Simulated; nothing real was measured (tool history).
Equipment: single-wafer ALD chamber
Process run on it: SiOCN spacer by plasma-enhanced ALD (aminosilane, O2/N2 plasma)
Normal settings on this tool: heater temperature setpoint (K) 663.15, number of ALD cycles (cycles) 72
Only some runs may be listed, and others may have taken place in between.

run    hour  heater temperature setpoint (K)  number of ALD cycles (cycles)  wafers since the last listed run  hours since the last thermocouple change  hours since the gauge calibration  read-back reference wafer on the same gauge, thickness_nm  mean film thickness on the monitor wafer (angstrom)
  1     0.0                           663.15                             72                                 0                                     346.1                             1077.3                                                      4.490                                                41.30
  2    70.3                           663.15                             72                               182                                     416.4                             1147.6                                                      4.489                                                41.55
       81.5  -- gauge calibrated
  3   170.4                           663.15                             72                               259                                     516.5                               88.9                                                      4.489                                                41.33
  4   250.3                           658.15                             72                               206                                     596.4                              168.8                                                      4.489                                                41.52
  5   320.0                           658.15                             72                               180                                     666.1                              238.5                                                      4.490                                                41.40
  6   366.7                           663.15                             72                               120                                     712.8                              285.2                                                      4.487                                                41.49
  7   457.7                           663.15                             72                               235                                     803.8                              376.2                                                      4.490                                                41.21
  8   514.9                           663.15                             72                               148                                     861.0                              433.4                                                      4.490                                                41.35
  9   551.9                           663.15                             72                                95                                     898.0                              470.4                                                      4.491                                                41.52
 10   592.9                           663.15                             72                               106                                     939.0                              511.4                                                      4.487                                                41.48
 11   675.8                           663.15                             72                               214                                    1021.9                              594.3                                                      4.490                                                41.42
 12   869.4                           667.15                             67                               501                                    1215.5                              787.9                                                      4.495                                                38.70
 13   960.2                           650.15                             84                               235                                    1306.3                              878.7                                                      4.487                                                48.31
 14  1059.0                           671.15                             72                               255                                    1405.1                              977.5                                                      4.495                                                41.41
 15  1122.2                           671.15                             63                               163                                    1468.3                             1040.7                                                      4.493                                                36.34
     1155.1  -- thermocouple changed; heater temperature recalibrated
     1182.6  -- gauge calibrated
 16  1223.2                           668.15                             81                               240                                      68.1                               40.6                                                      4.489                                                46.66
 17  1312.1                           663.15                             83                               230                                     157.0                              129.5                                                      4.492                                                47.85
 18  1375.9                           655.15                             79                               165                                     220.8                              193.3                                                      4.489                                                45.44
 19  1430.3                           649.15                             72                               140                                     275.2                              247.7                                                      4.489                                                41.32
 20  1533.8                           658.15                             72                               267                                     378.7                              351.2                                                      4.490                                                41.45
 21  1597.7                           674.15                             84                               165                                     442.6                              415.1                                                      4.493                                                48.14

Forecast each of these 4 alternatives for the next run:
  A  1598.2                           663.15                             72                                 1                                     443.1                              415.6                                                          ?                                                    ?
  B  1598.2                           663.15                             64                                 1                                     443.1                              415.6                                                          ?                                                    ?
  C  1598.2                           655.15                             81                                 1                                     443.1                              415.6                                                          ?                                                    ?
  D  1598.2                           673.15                             78                                 1                                     443.1                              415.6                                                          ?                                                    ?

run  read-back reference wafer on the same gauge, thickness_nm  mean film thickness on the monitor wafer (angstrom)
  A                                                      4.490                                                41.34
  B                                                      4.490                                                36.75
  C                                                      4.490                                                46.51
  D                                                      4.490                                                44.67
Without the tool's unlogged condition, the same runs would have read:
run  mean film thickness on the monitor wafer (angstrom)
  A                                                41.34
  B                                                36.75
  C                                                46.51
  D                                                44.67
